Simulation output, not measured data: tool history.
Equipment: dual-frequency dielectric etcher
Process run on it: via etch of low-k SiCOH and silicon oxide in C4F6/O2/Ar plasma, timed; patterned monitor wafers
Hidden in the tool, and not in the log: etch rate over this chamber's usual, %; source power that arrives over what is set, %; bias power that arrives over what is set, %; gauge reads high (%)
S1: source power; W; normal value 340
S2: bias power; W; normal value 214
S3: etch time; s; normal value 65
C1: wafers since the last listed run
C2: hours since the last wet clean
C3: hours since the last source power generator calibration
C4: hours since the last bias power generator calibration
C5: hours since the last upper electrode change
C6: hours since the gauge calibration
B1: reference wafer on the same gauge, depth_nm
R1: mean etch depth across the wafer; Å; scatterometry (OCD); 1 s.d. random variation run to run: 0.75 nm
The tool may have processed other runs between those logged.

run	hour	S1	S2	S3	C1	C2	C3	C4	C5	C6	B1	R1
1	0	340	214	65	0	317.6	1135.7	2048	3399.3	23.4	180.9	1615
2	15.4	340	214	65	149	333	1151.1	2063.4	3414.7	38.8	181.3	1604
3	26.8	340	214	65	110	344.4	1162.5	2074.8	3426.1	50.2	181	1590
4	43.4	320	214	65	161	361	1179.1	2091.4	3442.7	66.8	181.3	1576
5	56.3	320	214	65	125	373.9	1192	2104.3	3455.6	79.7	181	1568
6	62.8	340	214	65	63	380.4	1198.5	2110.8	3462.1	86.2	180.9	1602
7	78.5	340	214	65	152	396.1	1214.2	2126.5	3477.8	101.9	181.1	1591
# hour 116.8: wet clean of the chamber
8	126.5	340	214	65	233	9.7	1262.2	2174.5	3525.8	149.9	181	1679
9	136.6	340	183	65	98	19.8	1272.3	2184.6	3535.9	160	181	1587
10	149.1	340	183	65	121	32.3	1284.8	2197.1	3548.4	172.5	181.2	1583
11	156.6	340	183	65	72	39.8	1292.3	2204.6	3555.9	180	181	1576
# hour 170.9: bias power generator calibrated
# hour 171.6: source power generator calibrated
# hour 181: upper electrode replaced
12	181.5	340	214	65	104	64.7	9.9	10.6	0.5	204.9	180.8	1668
13	187	370	178	84	53	70.2	15.4	16.1	6	210.4	180.9	2059
14	203.1	340	214	65	156	86.3	31.5	32.2	22.1	226.5	181.2	1663
# hour 211.6: gauge calibrated
15	219.3	340	172	79.5	157	102.5	47.7	48.4	38.3	7.7	180.9	1886
16	233.2	260	214	46.5	135	116.4	61.6	62.3	52.2	21.6	181.3	1102
17	247.7	340	214	65	141	130.9	76.1	76.8	66.7	36.1	181.2	1659
18	260.1	280	169	65	120	143.3	88.5	89.2	79.1	48.5	181.3	1434
19	267.7	400	241	56	73	150.9	96.1	96.8	86.7	56.1	180.7	1560
20	274.9	340	214	65	70	158.1	103.3	104	93.9	63.3	181	1643
21	282.4	340	214	65	72	165.6	110.8	111.5	101.4	70.8	181	1648
22	292.1	360	257	65	94	175.3	120.5	121.2	111.1	80.5	181	1805
23	305	370	265	79	125	188.2	133.4	134.1	124	93.4	180.8	2249
24	318	310	258	52.5	126	201.2	146.4	147.1	137	106.4	181	1388

Branching from run 24: 3 alternative next runs. What would each branch give?
A	318.4	340	214	65	3	201.6	146.8	147.5	137.4	106.8	?	?
B	318.4	410	194	65	3	201.6	146.8	147.5	137.4	106.8	?	?
C	318.4	410	258	65	3	201.6	146.8	147.5	137.4	106.8	?	?

run	B1	R1
A	181.1	1642
B	181.1	1679
C	181.1	1866
Take away the tool's hidden state, keep each run's random variation, and the runs would have read:
run	R1
A	1679
B	1717
C	1908
